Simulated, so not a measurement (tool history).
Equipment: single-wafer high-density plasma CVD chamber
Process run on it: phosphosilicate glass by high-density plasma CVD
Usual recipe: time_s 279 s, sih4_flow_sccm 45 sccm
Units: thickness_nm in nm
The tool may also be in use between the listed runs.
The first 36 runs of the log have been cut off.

run	hour	time_s	sih4_flow_sccm	wafers since the last listed run	hours since the silane flow controller was replaced	hours since the gauge calibration	read-back reference wafer on the same gauge, thickness_nm	thickness_nm
37	512.6	231	49	49	10.6	150.2	1220.927	1044.369
38	524.0	236	50	55	22.0	161.6	1219.891	1088.085
39	540.5	318	38	80	38.5	178.1	1220.005	1119.018
40	549.0	259	48	41	47.0	186.6	1220.769	1141.764
41	596.7	227	51	232	94.7	234.3	1219.167	1065.629
42	611.6	279	36	72	109.6	249.2	1219.818	930.404
43	618.2	229	49	32	116.2	255.8	1220.241	1035.825
44	635.8	235	53	85	133.8	273.4	1219.290	1157.456
45	651.3	279	45	75	149.3	288.9	1220.255	1173.959

5 ways to go on from here, each from the tool as it stands after run 45. What would each give?
A	651.8	234	45	2	149.8	289.4	?	?
B	651.8	317	52	2	149.8	289.4	?	?
C	651.8	334	43	2	149.8	289.4	?	?
D	651.8	328	50	2	149.8	289.4	?	?
E	651.8	279	40	2	149.8	289.4	?	?

run	read-back reference wafer on the same gauge, thickness_nm	thickness_nm
A	1220.047	976.590
B	1220.047	1528.785
C	1220.047	1331.983
D	1220.047	1520.994
E	1220.047	1035.018
Had the tool no hidden state, the same runs would have come out as:
run	thickness_nm
A	961.624
B	1505.357
C	1311.571
D	1497.686
E	1019.157
